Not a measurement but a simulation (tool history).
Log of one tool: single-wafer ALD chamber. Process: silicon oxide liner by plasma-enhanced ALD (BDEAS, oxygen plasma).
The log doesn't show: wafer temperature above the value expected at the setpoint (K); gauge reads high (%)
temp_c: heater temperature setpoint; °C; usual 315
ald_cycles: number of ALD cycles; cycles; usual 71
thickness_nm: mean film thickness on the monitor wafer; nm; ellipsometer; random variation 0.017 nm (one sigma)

| run | hour | temp_c | ald_cycles | wafers since the last listed run | hours since the last thermocouple change | hours since the gauge calibration | read-back reference wafer on the same gauge, thickness_nm | thickness_nm |
|---|---|---|---|---|---|---|---|---|
| 1 | 0.0 | 315 | 71 | 0 | 388.1 | 312.0 | 6.325 | 6.658 |
| 2 | 37.5 | 315 | 71 | 140 | 425.6 | 349.5 | 6.315 | 6.616 |
| 3 | 74.1 | 315 | 71 | 137 | 462.2 | 386.1 | 6.315 | 6.655 |
| 4 | 108.8 | 315 | 71 | 130 | 496.9 | 420.8 | 6.316 | 6.621 |
| 5 | 138.0 | 315 | 71 | 109 | 526.1 | 450.0 | 6.328 | 6.642 |
| 6 | 241.0 | 315 | 71 | 386 | 629.1 | 553.0 | 6.317 | 6.640 |
| 7 | 282.4 | 320 | 71 | 155 | 670.5 | 594.4 | 6.318 | 6.597 |
| 8 | 490.8 | 315 | 71 | 782 | 878.9 | 802.8 | 6.326 | 6.662 |
|  | 549.1 | thermocouple changed; heater temperature recalibrated |
| 9 | 553.2 | 315 | 71 | 204 | 4.1 | 865.2 | 6.320 | 6.614 |
| 10 | 602.9 | 307 | 71 | 186 | 53.8 | 914.9 | 6.322 | 6.704 |
| 11 | 660.5 | 315 | 65 | 216 | 111.4 | 972.5 | 6.322 | 6.061 |
| 12 | 685.2 | 315 | 65 | 92 | 136.1 | 997.2 | 6.315 | 6.062 |
| 13 | 749.6 | 315 | 65 | 241 | 200.5 | 1061.6 | 6.316 | 6.070 |
| 14 | 808.9 | 324 | 75 | 222 | 259.8 | 1120.9 | 6.324 | 6.875 |
| 15 | 833.5 | 324 | 75 | 92 | 284.4 | 1145.5 | 6.324 | 6.884 |
| 16 | 874.3 | 324 | 75 | 153 | 325.2 | 1186.3 | 6.313 | 6.912 |
| 17 | 912.8 | 311 | 71 | 144 | 363.7 | 1224.8 | 6.318 | 6.679 |
| 18 | 938.9 | 315 | 71 | 98 | 389.8 | 1250.9 | 6.314 | 6.620 |
| 19 | 988.1 | 327 | 57 | 184 | 439.0 | 1300.1 | 6.322 | 5.213 |
| 20 | 1045.4 | 320 | 76 | 215 | 496.3 | 1357.4 | 6.321 | 7.049 |
| 21 | 1090.6 | 304 | 64 | 169 | 541.5 | 1402.6 | 6.320 | 6.087 |
| 22 | 1129.4 | 308 | 84 | 145 | 580.3 | 1441.4 | 6.316 | 7.951 |
| 23 | 1173.0 | 315 | 71 | 163 | 623.9 | 1485.0 | 6.317 | 6.643 |
| 24 | 1212.0 | 326 | 78 | 146 | 662.9 | 1524.0 | 6.320 | 7.154 |
|  | 1267.0 | gauge calibrated |
| 25 | 1280.7 | 315 | 71 | 257 | 731.6 | 13.7 | 6.323 | 6.648 |
| 26 | 1311.5 | 315 | 71 | 115 | 762.4 | 44.5 | 6.322 | 6.657 |
| 27 | 1364.0 | 315 | 71 | 197 | 814.9 | 97.0 | 6.319 | 6.673 |
|  | 1408.1 | thermocouple changed; heater temperature recalibrated |
| 28 | 1408.6 | 323 | 62 | 137 | 0.5 | 141.6 | 6.319 | 5.689 |
| 29 | 1441.4 | 315 | 71 | 123 | 33.3 | 174.4 | 6.320 | 6.631 |
| 30 | 1469.2 | 323 | 71 | 104 | 61.1 | 202.2 | 6.321 | 6.511 |
| 31 | 1506.7 | 315 | 71 | 140 | 98.6 | 239.7 | 6.311 | 6.600 |
| 32 | 1575.5 | 304 | 60 | 258 | 167.4 | 308.5 | 6.321 | 5.684 |
| 33 | 1626.6 | 315 | 71 | 191 | 218.5 | 359.6 | 6.319 | 6.627 |
| 34 | 1698.3 | 307 | 79 | 269 | 290.2 | 431.3 | 6.309 | 7.472 |
| 35 | 1748.5 | 327 | 83 | 188 | 340.4 | 481.5 | 6.314 | 7.589 |
| 36 | 1795.5 | 320 | 57 | 176 | 387.4 | 528.5 | 6.321 | 5.275 |

The same runs without the tool's hidden state, with the same run-to-run variation:
| run | thickness_nm |
|---|---|
| 1 | 6.638 |
| 2 | 6.594 |
| 3 | 6.630 |
| 4 | 6.595 |
| 5 | 6.614 |
| 6 | 6.602 |
| 7 | 6.556 |
| 8 | 6.597 |
| 9 | 6.611 |
| 10 | 6.701 |
| 11 | 6.058 |
| 12 | 6.058 |
| 13 | 6.065 |
| 14 | 6.866 |
| 15 | 6.874 |
| 16 | 6.901 |
| 17 | 6.666 |
| 18 | 6.605 |
| 19 | 5.200 |
| 20 | 7.027 |
| 21 | 6.063 |
| 22 | 7.919 |
| 23 | 6.611 |
| 24 | 7.116 |
| 25 | 6.606 |
| 26 | 6.611 |
| 27 | 6.621 |
| 28 | 5.688 |
| 29 | 6.630 |
| 30 | 6.509 |
| 31 | 6.599 |
| 32 | 5.682 |
| 33 | 6.623 |
| 34 | 7.464 |
| 35 | 7.578 |
| 36 | 5.265 |
